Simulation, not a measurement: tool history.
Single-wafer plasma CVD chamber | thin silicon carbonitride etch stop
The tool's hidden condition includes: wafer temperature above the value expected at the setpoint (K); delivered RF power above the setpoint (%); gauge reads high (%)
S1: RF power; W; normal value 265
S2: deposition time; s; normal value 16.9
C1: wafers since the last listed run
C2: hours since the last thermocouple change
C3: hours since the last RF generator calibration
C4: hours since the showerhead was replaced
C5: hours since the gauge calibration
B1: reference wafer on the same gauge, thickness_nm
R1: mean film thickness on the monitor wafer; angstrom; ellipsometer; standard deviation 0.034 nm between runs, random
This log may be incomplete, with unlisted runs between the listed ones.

run,day,S1,S2,C1,C2,C3,C4,C5,B1,R1
1,0,265,16.9,0,1023.2,716.4,2352,177.3,8.817,94.94
2,1.296,265,16.9,890,1054.3,747.5,2383.1,208.4,8.812,94.28
3,2.504,265,16.9,829,1083.3,776.5,2412.1,237.4,8.779,94.74
4,6.221,265,16.9,2552,1172.5,865.7,2501.3,326.6,8.742,94.39
5,6.846,265,16.9,429,1187.5,880.7,2516.3,341.6,8.746,94.32
6,7.408,230,16.9,386,1201,894.2,2529.8,355.1,8.733,91.15
7,7.929,230,16.9,357,1213.5,906.7,2542.3,367.6,8.713,90.97
8,8.675,230,16.9,512,1231.4,924.6,2560.2,385.5,8.705,90.95
# day 9.746: showerhead replaced
9,9.825,265,16.9,560,1259,952.2,1.9,413.1,8.715,94.21
# day 10.412: gauge calibrated
# day 10.604: thermocouple changed; heater temperature recalibrated
10,10.75,265,16.9,406,3.5,974.4,24.1,8.1,8.819,95.19
# day 13.271: RF generator calibrated
11,13.292,310,19.1,1516,64.5,0.5,85.1,69.1,8.831,110.77
12,14.442,265,16.9,789,92.1,28.1,112.7,96.7,8.83,94.98
13,15.471,295,15,706,116.8,52.8,137.4,121.4,8.814,86.38
14,16.142,265,20,460,132.9,68.9,153.5,137.5,8.808,112.88
15,16.725,215,18.6,400,146.9,82.9,167.5,151.5,8.806,100.48
16,17.933,265,16.9,829,175.9,111.9,196.5,180.5,8.815,94.6
17,19.4,225,15,1007,211.1,147.1,231.7,215.7,8.797,81.29
18,20.679,265,19.5,878,241.8,177.8,262.4,246.4,8.798,108.74
19,21.796,285,16.9,766,268.6,204.6,289.2,273.2,8.772,96.19
20,22.617,240,14,563,288.3,224.3,308.9,292.9,8.758,76.64
21,23.379,310,16.9,523,306.6,242.6,327.2,311.2,8.754,97.63

Branching from run 21: 5 alternative next runs. What would each branch give?
A,23.396,265,16.9,11,307,243,327.6,311.6,?,?
B,23.396,265,15.7,11,307,243,327.6,311.6,?,?
C,23.396,240,16.9,11,307,243,327.6,311.6,?,?
D,23.396,295,17.9,11,307,243,327.6,311.6,?,?
E,23.396,225,14.5,11,307,243,327.6,311.6,?,?

run,B1,R1
A,8.749,94.38
B,8.749,87.68
C,8.749,92.51
D,8.749,102.24
E,8.749,78.37
Take away the tool's hidden state, keep each run's random variation, and the runs would have read:
run,R1
A,95.15
B,88.4
C,93.26
D,103.07
E,79
